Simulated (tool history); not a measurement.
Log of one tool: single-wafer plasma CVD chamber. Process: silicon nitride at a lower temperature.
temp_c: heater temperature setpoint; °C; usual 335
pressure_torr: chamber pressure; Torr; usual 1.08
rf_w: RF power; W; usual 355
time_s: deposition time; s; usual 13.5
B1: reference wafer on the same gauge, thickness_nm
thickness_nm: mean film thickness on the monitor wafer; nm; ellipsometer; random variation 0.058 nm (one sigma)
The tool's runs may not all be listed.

run 1 hour=0.0 | temp_c=335 pressure_torr=1.08 rf_w=355 time_s=13.5 | B1=18.163 | thickness_nm=16.403
run 2 hour=88.5 | temp_c=335 pressure_torr=1.08 rf_w=355 time_s=13.5 | B1=18.212 | thickness_nm=16.356
run 3 hour=153.1 | temp_c=335 pressure_torr=1.08 rf_w=385 time_s=13.5 | B1=18.210 | thickness_nm=17.182
-- hour=206.7 gauge calibrated
run 4 hour=236.1 | temp_c=335 pressure_torr=1.08 rf_w=385 time_s=13.5 | B1=18.181 | thickness_nm=17.323
run 5 hour=279.2 | temp_c=335 pressure_torr=1.08 rf_w=385 time_s=13.5 | B1=18.192 | thickness_nm=17.310
run 6 hour=337.3 | temp_c=335 pressure_torr=1.08 rf_w=355 time_s=13.5 | B1=18.203 | thickness_nm=16.480
-- hour=376.5 RF generator calibrated
run 7 hour=399.1 | temp_c=335 pressure_torr=1.21 rf_w=355 time_s=13.5 | B1=18.201 | thickness_nm=17.346
run 8 hour=440.0 | temp_c=335 pressure_torr=1.21 rf_w=355 time_s=13.5 | B1=18.187 | thickness_nm=17.357
run 9 hour=511.2 | temp_c=335 pressure_torr=1.21 rf_w=355 time_s=13.5 | B1=18.180 | thickness_nm=17.298
run 10 hour=614.2 | temp_c=335 pressure_torr=1.08 rf_w=355 time_s=13.5 | B1=18.163 | thickness_nm=16.557
run 11 hour=653.9 | temp_c=335 pressure_torr=1.24 rf_w=355 time_s=15.0 | B1=18.171 | thickness_nm=19.293
run 12 hour=753.9 | temp_c=348 pressure_torr=1.30 rf_w=325 time_s=12.2 | B1=18.197 | thickness_nm=15.393
run 13 hour=823.2 | temp_c=329 pressure_torr=0.84 rf_w=315 time_s=13.5 | B1=18.180 | thickness_nm=13.350
run 14 hour=863.8 | temp_c=335 pressure_torr=1.08 rf_w=415 time_s=16.2 | B1=18.185 | thickness_nm=21.695
-- hour=890.5 showerhead replaced
run 15 hour=932.5 | temp_c=330 pressure_torr=1.08 rf_w=390 time_s=13.5 | B1=18.195 | thickness_nm=17.495
run 16 hour=1007.7 | temp_c=335 pressure_torr=1.08 rf_w=355 time_s=15.3 | B1=18.207 | thickness_nm=18.637
run 17 hour=1059.6 | temp_c=335 pressure_torr=1.08 rf_w=355 time_s=13.5 | B1=18.207 | thickness_nm=16.540
-- hour=1145.2 capacitance manometer re-zeroed and calibrated
run 18 hour=1161.8 | temp_c=335 pressure_torr=1.08 rf_w=355 time_s=13.5 | B1=18.210 | thickness_nm=16.134
run 19 hour=1206.9 | temp_c=335 pressure_torr=1.08 rf_w=300 time_s=12.7 | B1=18.220 | thickness_nm=13.766
run 20 hour=1312.6 | temp_c=335 pressure_torr=1.08 rf_w=355 time_s=13.5 | B1=18.191 | thickness_nm=16.325
-- hour=1356.8 thermocouple changed; heater temperature recalibrated
run 21 hour=1362.2 | temp_c=335 pressure_torr=1.08 rf_w=355 time_s=15.9 | B1=18.178 | thickness_nm=19.088
run 22 hour=1467.0 | temp_c=349 pressure_torr=1.08 rf_w=305 time_s=15.6 | B1=18.174 | thickness_nm=16.940
run 23 hour=1555.9 | temp_c=322 pressure_torr=0.91 rf_w=355 time_s=13.5 | B1=18.202 | thickness_nm=14.964
run 24 hour=1634.8 | temp_c=335 pressure_torr=1.08 rf_w=355 time_s=13.5 | B1=18.193 | thickness_nm=16.200
run 25 hour=1671.2 | temp_c=335 pressure_torr=1.08 rf_w=355 time_s=12.2 | B1=18.211 | thickness_nm=14.682
run 26 hour=1844.8 | temp_c=324 pressure_torr=1.08 rf_w=425 time_s=15.8 | B1=18.204 | thickness_nm=21.254
run 27 hour=1951.6 | temp_c=348 pressure_torr=1.33 rf_w=425 time_s=15.9 | B1=18.200 | thickness_nm=23.332
run 28 hour=2003.1 | temp_c=330 pressure_torr=0.84 rf_w=390 time_s=13.5 | B1=18.197 | thickness_nm=15.045

4 ways to go on from here, each from the tool as it stands after run 28. What would each give?
run A hour=2003.5 | temp_c=335 pressure_torr=1.08 rf_w=355 time_s=13.5 | B1=? | thickness_nm=?
run B hour=2003.5 | temp_c=335 pressure_torr=1.08 rf_w=390 time_s=13.5 | B1=? | thickness_nm=?
run C hour=2003.5 | temp_c=335 pressure_torr=1.34 rf_w=355 time_s=15.3 | B1=? | thickness_nm=?
run D hour=2003.5 | temp_c=326 pressure_torr=0.90 rf_w=300 time_s=13.5 | B1=? | thickness_nm=?

run=A B1=18.201 thickness_nm=16.304
run=B B1=18.201 thickness_nm=17.248
run=C B1=18.201 thickness_nm=20.257
run=D B1=18.201 thickness_nm=13.398
Without the tool's hidden state the same runs would have given:
run=A thickness_nm=16.153
run=B thickness_nm=17.088
run=C thickness_nm=20.087
run=D thickness_nm=13.260
